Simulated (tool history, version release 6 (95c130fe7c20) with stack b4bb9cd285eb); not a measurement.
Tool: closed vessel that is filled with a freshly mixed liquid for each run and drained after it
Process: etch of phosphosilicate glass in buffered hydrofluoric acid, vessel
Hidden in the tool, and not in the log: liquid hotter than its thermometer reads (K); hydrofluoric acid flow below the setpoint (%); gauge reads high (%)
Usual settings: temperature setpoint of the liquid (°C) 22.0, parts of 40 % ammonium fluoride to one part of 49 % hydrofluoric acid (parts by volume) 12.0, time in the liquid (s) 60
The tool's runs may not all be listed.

run   hour  temperature setpoint of the liquid (°C)  parts of 40 % ammonium fluoride to one part of 49 % hydrofluoric acid (parts by volume)  time in the liquid (s)  wafers since the last listed run  hours since the thermometer was replaced  hours since the hydrofluoric acid flow meter was replaced  hours since the gauge calibration  read-back film thickness of the phosphosilicate glass reference wafer, read on the same gauge (nm)  thickness taken off the phosphosilicate glass on a monitor wafer (angstrom)
  1    0.0                                     25.0                                                                                      9.5                      60                                 0                                    2217.6                                                      455.0                              112.7                                                                                              139.99                                                                       3709.9
  2   12.8                                     25.0                                                                                      9.5                      60                              1259                                    2230.4                                                      467.8                              125.5                                                                                              140.00                                                                       3713.5
  3   33.0                                     22.0                                                                                     12.0                      60                              1987                                    2250.6                                                      488.0                              145.7                                                                                              140.00                                                                       2505.6
  4   57.0                                     22.0                                                                                     12.0                      60                              2360                                    2274.6                                                      512.0                              169.7                                                                                              139.98                                                                       2482.6
  5   87.1                                     22.0                                                                                     12.0                      60                              2960                                    2304.7                                                      542.1                              199.8                                                                                              140.03                                                                       2479.9
  6  184.8                                     22.0                                                                                     12.0                      60                              9610                                    2402.4                                                      639.8                              297.5                                                                                              139.96                                                                       2459.2
  7  214.8                                     22.0                                                                                     12.0                      60                              2951                                    2432.4                                                      669.8                              327.5                                                                                              140.00                                                                       2446.2
  8  241.6                                     22.0                                                                                     12.0                      60                              2636                                    2459.2                                                      696.6                              354.3                                                                                              140.01                                                                       2490.3
  9  260.5                                     22.0                                                                                     12.0                      40                              1859                                    2478.1                                                      715.5                              373.2                                                                                              140.00                                                                       1628.3
 10  274.4                                     22.0                                                                                     12.0                      60                              1367                                    2492.0                                                      729.4                              387.1                                                                                              140.02                                                                       2468.6
 11  301.6                                     22.0                                                                                     12.0                      60                              2675                                    2519.2                                                      756.6                              414.3                                                                                              140.02                                                                       2433.2
 12  314.2                                     22.0                                                                                     12.0                      60                              1239                                    2531.8                                                      769.2                              426.9                                                                                              140.02                                                                       2418.8
     331.4  -- hydrofluoric acid flow meter replaced
 13  345.9                                     20.0                                                                                     12.0                      60                              3019                                    2563.5                                                       14.5                              458.6                                                                                              139.99                                                                       2328.1
 14  362.3                                     20.0                                                                                     12.0                      60                              1613                                    2579.9                                                       30.9                              475.0                                                                                              140.00                                                                       2349.4
 15  393.6                                     22.0                                                                                     12.0                      90                              3078                                    2611.2                                                       62.2                              506.3                                                                                              140.01                                                                       3911.0
     408.9  -- thermometer replaced
 16  424.4                                     24.0                                                                                      9.0                      75                              2931                                      15.5                                                       93.0                              537.1                                                                                              139.98                                                                       4693.6
 17  446.2                                     26.0                                                                                     10.5                      90                              2144                                      37.3                                                      114.8                              558.9                                                                                              140.00                                                                       5558.6
 18  479.5                                     18.0                                                                                     15.0                      95                              3275                                      70.6                                                      148.1                              592.2                                                                                              139.99                                                                       2626.9
 19  502.6                                     17.5                                                                                     12.0                      35                              2272                                      93.7                                                      171.2                              615.3                                                                                              140.01                                                                       1173.3
     529.0  -- gauge calibrated
 20  538.2                                     22.0                                                                                     14.5                      60                              3501                                     129.3                                                      206.8                                9.2                                                                                              139.99                                                                       2146.6

Forecast run 21:
 21  564.7                                     20.5                                                                                      9.5                      80                              2606                                     155.8                                                      233.3                               35.7                                                                                                   ?                                                                            ?

Run 21 gave read-back film thickness of the phosphosilicate glass reference wafer, read on the same gauge (nm) 140.00, thickness taken off the phosphosilicate glass on a monitor wafer (angstrom) 3882.4.
Without the tool's hidden state the same run would have given thickness taken off the phosphosilicate glass on a monitor wafer (angstrom) 3951.8.
